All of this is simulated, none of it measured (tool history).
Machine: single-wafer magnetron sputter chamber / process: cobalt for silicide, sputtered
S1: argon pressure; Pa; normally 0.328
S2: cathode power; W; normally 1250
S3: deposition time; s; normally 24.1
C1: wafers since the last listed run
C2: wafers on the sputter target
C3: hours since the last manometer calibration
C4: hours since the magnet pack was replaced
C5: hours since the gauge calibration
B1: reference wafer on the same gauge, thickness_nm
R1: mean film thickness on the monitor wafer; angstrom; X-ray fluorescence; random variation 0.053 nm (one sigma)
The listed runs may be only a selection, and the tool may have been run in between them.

| run | hour | S1 | S2 | S3 | C1 | C2 | C3 | C4 | C5 | B1 | R1 |
|---|---|---|---|---|---|---|---|---|---|---|---|
| 1 | 0.0 | 0.328 | 1250 | 24.1 | 0 | 4989 | 2750.4 | 6728.4 | 543.2 | 18.283 | 158.98 |
| 2 | 24.6 | 0.328 | 1250 | 24.1 | 685 | 5675 | 2775.0 | 6753.0 | 567.8 | 18.230 | 160.27 |
| 3 | 48.9 | 0.328 | 1250 | 24.1 | 676 | 6351 | 2799.3 | 6777.3 | 592.1 | 18.222 | 159.33 |
| 4 | 66.1 | 0.328 | 1250 | 24.1 | 479 | 6831 | 2816.5 | 6794.5 | 609.3 | 18.224 | 159.25 |
|  | 103.2 | sputter target and shields replaced |
| 5 | 103.7 | 0.328 | 1400 | 24.1 | 824 | 14 | 2854.1 | 6832.1 | 646.9 | 18.191 | 178.51 |
| 6 | 126.5 | 0.328 | 1400 | 24.1 | 635 | 649 | 2876.9 | 6854.9 | 669.7 | 18.165 | 178.25 |
|  | 143.4 | capacitance manometer re-zeroed and calibrated |
| 7 | 143.9 | 0.328 | 1250 | 24.1 | 261 | 911 | 0.5 | 6872.3 | 687.1 | 18.142 | 157.65 |
| 8 | 160.8 | 0.328 | 1250 | 24.1 | 470 | 1381 | 17.4 | 6889.2 | 704.0 | 18.127 | 158.75 |
| 9 | 186.3 | 0.328 | 1250 | 21.4 | 710 | 2092 | 42.9 | 6914.7 | 729.5 | 18.120 | 141.64 |
|  | 204.0 | gauge calibrated |
| 10 | 212.2 | 0.328 | 1250 | 21.4 | 721 | 2813 | 68.8 | 6940.6 | 8.2 | 18.594 | 143.37 |
| 11 | 229.2 | 0.328 | 1150 | 24.1 | 473 | 3286 | 85.8 | 6957.6 | 25.2 | 18.566 | 148.54 |
| 12 | 254.7 | 0.286 | 1150 | 19.8 | 710 | 3997 | 111.3 | 6983.1 | 50.7 | 18.554 | 124.95 |
| 13 | 270.0 | 0.291 | 1100 | 21.4 | 426 | 4423 | 126.6 | 6998.4 | 66.0 | 18.546 | 127.93 |
| 14 | 299.1 | 0.293 | 1250 | 24.1 | 810 | 5233 | 155.7 | 7027.5 | 95.1 | 18.522 | 163.97 |
| 15 | 328.4 | 0.362 | 1250 | 24.1 | 816 | 6049 | 185.0 | 7056.8 | 124.4 | 18.538 | 161.09 |
|  | 339.5 | sputter target and shields replaced |
| 16 | 356.3 | 0.328 | 1250 | 22.0 | 554 | 468 | 212.9 | 7084.7 | 152.3 | 18.483 | 147.88 |
| 17 | 373.9 | 0.413 | 1250 | 24.1 | 490 | 958 | 230.5 | 7102.3 | 169.9 | 18.463 | 157.51 |
| 18 | 396.4 | 0.384 | 1100 | 19.8 | 626 | 1585 | 253.0 | 7124.8 | 192.4 | 18.479 | 114.33 |
| 19 | 414.0 | 0.398 | 1350 | 19.3 | 490 | 2075 | 270.6 | 7142.4 | 210.0 | 18.433 | 136.04 |
| 20 | 442.1 | 0.275 | 1350 | 24.1 | 782 | 2858 | 298.7 | 7170.5 | 238.1 | 18.455 | 176.63 |
| 21 | 457.6 | 0.367 | 1250 | 27.9 | 431 | 3290 | 314.2 | 7186.0 | 253.6 | 18.432 | 184.72 |
|  | 528.2 | magnet pack replaced |
| 22 | 563.6 | 0.424 | 1250 | 24.1 | 2729 | 6019 | 420.2 | 35.4 | 359.6 | 18.351 | 155.65 |
| 23 | 583.3 | 0.328 | 1250 | 21.3 | 548 | 6568 | 439.9 | 55.1 | 379.3 | 18.335 | 141.58 |
|  | 598.4 | sputter target and shields replaced |
| 24 | 639.5 | 0.328 | 1500 | 19.6 | 1342 | 1143 | 496.1 | 111.3 | 435.5 | 18.312 | 156.97 |
| 25 | 673.5 | 0.391 | 1350 | 25.5 | 946 | 2090 | 530.1 | 145.3 | 469.5 | 18.252 | 179.06 |
| 26 | 695.8 | 0.365 | 1050 | 24.1 | 621 | 2711 | 552.4 | 167.6 | 491.8 | 18.250 | 132.37 |
| 27 | 720.7 | 0.411 | 1450 | 25.9 | 693 | 3405 | 577.3 | 192.5 | 516.7 | 18.210 | 192.99 |
| 28 | 750.6 | 0.328 | 1250 | 24.1 | 832 | 4238 | 607.2 | 222.4 | 546.6 | 18.225 | 160.39 |
| 29 | 768.7 | 0.328 | 1250 | 24.1 | 504 | 4742 | 625.3 | 240.5 | 564.7 | 18.187 | 158.92 |
| 30 | 783.9 | 0.328 | 1250 | 24.1 | 423 | 5165 | 640.5 | 255.7 | 579.9 | 18.206 | 159.21 |
| 31 | 800.2 | 0.328 | 1250 | 24.1 | 453 | 5619 | 656.8 | 272.0 | 596.2 | 18.157 | 158.37 |
| 32 | 821.3 | 0.328 | 1250 | 24.1 | 587 | 6207 | 677.9 | 293.1 | 617.3 | 18.140 | 158.80 |
| 33 | 855.9 | 0.328 | 1250 | 24.1 | 963 | 7171 | 712.5 | 327.7 | 651.9 | 18.143 | 158.17 |
|  | 876.0 | sputter target and shields replaced |
| 34 | 876.5 | 0.257 | 1150 | 26.3 | 350 | 15 | 733.1 | 348.3 | 672.5 | 18.116 | 162.92 |
| 35 | 901.9 | 0.328 | 1250 | 28.7 | 707 | 722 | 758.5 | 373.7 | 697.9 | 18.132 | 189.80 |

For each entry between runs, how does the tool's hidden state at the last listed run before it compare with that at the first listed run after it?
Runs 4 to 5: sputter target and shields replaced (hour 103.2)
  gauge reads high (%): -2.08 -> -2.22
  difference, measured minus the result without the unlogged condition, R1: -3.38 -> -4.05 angstrom
Runs 6 to 7: capacitance manometer re-zeroed and calibrated (hour 143.4)
  gauge reads high (%): -2.31 -> -2.37
  difference, measured minus the result without the unlogged condition, R1: -4.21 -> -3.83 angstrom
Runs 9 to 10: gauge calibrated (hour 204.0)
  gauge reads high (%): -2.53 -> -0.053
  difference, measured minus the result without the unlogged condition, R1: -3.69 -> -0.08 angstrom
Runs 15 to 16: sputter target and shields replaced (hour 339.5)
  gauge reads high (%): -0.493 -> -0.599
  difference, measured minus the result without the unlogged condition, R1: -0.80 -> -0.89 angstrom
Runs 21 to 22: magnet pack replaced (hour 528.2)
  gauge reads high (%): -0.982 -> -1.38
  difference, measured minus the result without the unlogged condition, R1: -1.83 -> -2.18 angstrom
Runs 23 to 24: sputter target and shields replaced (hour 598.4)
  gauge reads high (%): -1.46 -> -1.67
  difference, measured minus the result without the unlogged condition, R1: -2.09 -> -2.67 angstrom
Runs 33 to 34: sputter target and shields replaced (hour 876.0)
  gauge reads high (%): -2.49 -> -2.57
  difference, measured minus the result without the unlogged condition, R1: -4.04 -> -4.29 angstrom
